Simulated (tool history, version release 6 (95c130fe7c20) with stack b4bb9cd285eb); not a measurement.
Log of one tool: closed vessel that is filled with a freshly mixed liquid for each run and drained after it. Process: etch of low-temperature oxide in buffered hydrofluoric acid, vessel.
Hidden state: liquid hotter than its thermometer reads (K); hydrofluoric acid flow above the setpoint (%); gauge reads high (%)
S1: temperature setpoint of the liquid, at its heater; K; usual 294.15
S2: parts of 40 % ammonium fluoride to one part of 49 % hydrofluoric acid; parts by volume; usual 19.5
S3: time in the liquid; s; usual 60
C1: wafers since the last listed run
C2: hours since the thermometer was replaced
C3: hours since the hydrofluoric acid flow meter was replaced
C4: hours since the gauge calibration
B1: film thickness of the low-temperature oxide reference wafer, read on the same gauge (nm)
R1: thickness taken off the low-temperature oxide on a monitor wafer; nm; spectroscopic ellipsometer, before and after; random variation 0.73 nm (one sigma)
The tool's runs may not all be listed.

| run | hour | S1 | S2 | S3 | C1 | C2 | C3 | C4 | B1 | R1 |
|---|---|---|---|---|---|---|---|---|---|---|
| 1 | 0.0 | 297.15 | 19.5 | 60 | 0 | 1183.7 | 201.8 | 561.5 | 80.00 | 181.00 |
| 2 | 62.0 | 293.15 | 19.5 | 60 | 7969 | 1245.7 | 263.8 | 623.5 | 80.03 | 146.76 |
| 3 | 134.9 | 293.15 | 19.5 | 60 | 9370 | 1318.6 | 336.7 | 696.4 | 79.99 | 146.43 |
| 4 | 196.6 | 290.65 | 22.0 | 60 | 7931 | 1380.3 | 398.4 | 758.1 | 80.00 | 115.40 |
| 5 | 257.5 | 290.65 | 22.0 | 60 | 7828 | 1441.2 | 459.3 | 819.0 | 79.99 | 116.62 |
|  | 386.4 | hydrofluoric acid flow meter replaced |
| 6 | 427.5 | 290.65 | 22.0 | 60 | 21723 | 1611.2 | 41.1 | 989.0 | 79.98 | 112.58 |
| 7 | 484.6 | 294.15 | 19.5 | 65 | 7339 | 1668.3 | 98.2 | 1046.1 | 80.02 | 164.35 |
| 8 | 521.8 | 294.15 | 19.5 | 65 | 4781 | 1705.5 | 135.4 | 1083.3 | 80.00 | 166.51 |
| 9 | 566.3 | 294.15 | 19.5 | 60 | 5720 | 1750.0 | 179.9 | 1127.8 | 80.01 | 152.49 |
| 10 | 788.7 | 294.15 | 19.5 | 50 | 28588 | 1972.4 | 402.3 | 1350.2 | 79.97 | 131.28 |
|  | 827.6 | gauge calibrated |
|  | 862.5 | thermometer replaced |
| 11 | 865.3 | 294.15 | 19.5 | 50 | 9717 | 2.8 | 478.9 | 37.7 | 80.00 | 131.56 |
| 12 | 915.0 | 296.15 | 19.5 | 60 | 6388 | 52.5 | 528.6 | 87.4 | 80.00 | 176.58 |
|  | 983.1 | hydrofluoric acid flow meter replaced |
| 13 | 1018.2 | 294.15 | 12.0 | 60 | 13137 | 155.7 | 35.1 | 190.6 | 80.01 | 241.31 |
| 14 | 1076.3 | 294.15 | 19.5 | 65 | 7468 | 213.8 | 93.2 | 248.7 | 79.98 | 166.11 |
| 15 | 1154.1 | 294.15 | 19.5 | 35 | 10000 | 291.6 | 171.0 | 326.5 | 80.03 | 89.14 |
| 16 | 1221.2 | 294.15 | 19.5 | 60 | 8625 | 358.7 | 238.1 | 393.6 | 80.01 | 154.70 |
| 17 | 1265.0 | 294.15 | 19.5 | 60 | 5630 | 402.5 | 281.9 | 437.4 | 80.01 | 155.50 |
| 18 | 1322.9 | 294.15 | 19.5 | 50 | 7442 | 460.4 | 339.8 | 495.3 | 80.00 | 130.73 |
| 19 | 1400.9 | 294.15 | 12.5 | 40 | 10026 | 538.4 | 417.8 | 573.3 | 80.02 | 161.54 |
| 20 | 1498.4 | 298.65 | 23.0 | 80 | 12533 | 635.9 | 515.3 | 670.8 | 79.98 | 234.00 |
| 21 | 1588.3 | 298.65 | 16.5 | 30 | 11556 | 725.8 | 605.2 | 760.7 | 79.98 | 120.41 |
|  | 1599.1 | hydrofluoric acid flow meter replaced |
| 22 | 1682.9 | 297.65 | 19.5 | 80 | 12031 | 820.4 | 83.8 | 855.3 | 80.00 | 245.96 |
| 23 | 1734.8 | 297.15 | 19.5 | 80 | 6671 | 872.3 | 135.7 | 907.2 | 79.99 | 239.89 |
| 24 | 1806.1 | 297.15 | 19.5 | 95 | 9165 | 943.6 | 207.0 | 978.5 | 80.02 | 288.45 |
| 25 | 1896.3 | 290.15 | 14.0 | 30 | 11594 | 1033.8 | 297.2 | 1068.7 | 80.00 | 85.58 |

Hidden state or all else? Some run-to-run changes of R1, split into what the settings, what came in and random variation would give without the hidden state, and what is left for the hidden state (with any gauge scatter that isn't in both results):
Run 12 -> 13: S1 296.15 -> 294.15, S2 19.5 -> 12.0, hydrofluoric acid flow meter replaced. R1 +64.73 nm: hidden state -7.54, all else +72.27.
Run 21 -> 22: S1 298.65 -> 297.65, S2 16.5 -> 19.5, S3 30 -> 80, hydrofluoric acid flow meter replaced. R1 +125.55 nm: hidden state -3.92, all else +129.47.
Run 24 -> 25: S1 297.15 -> 290.15, S2 19.5 -> 14.0, S3 95 -> 30. R1 -202.87 nm: hidden state -4.50, all else -198.37.
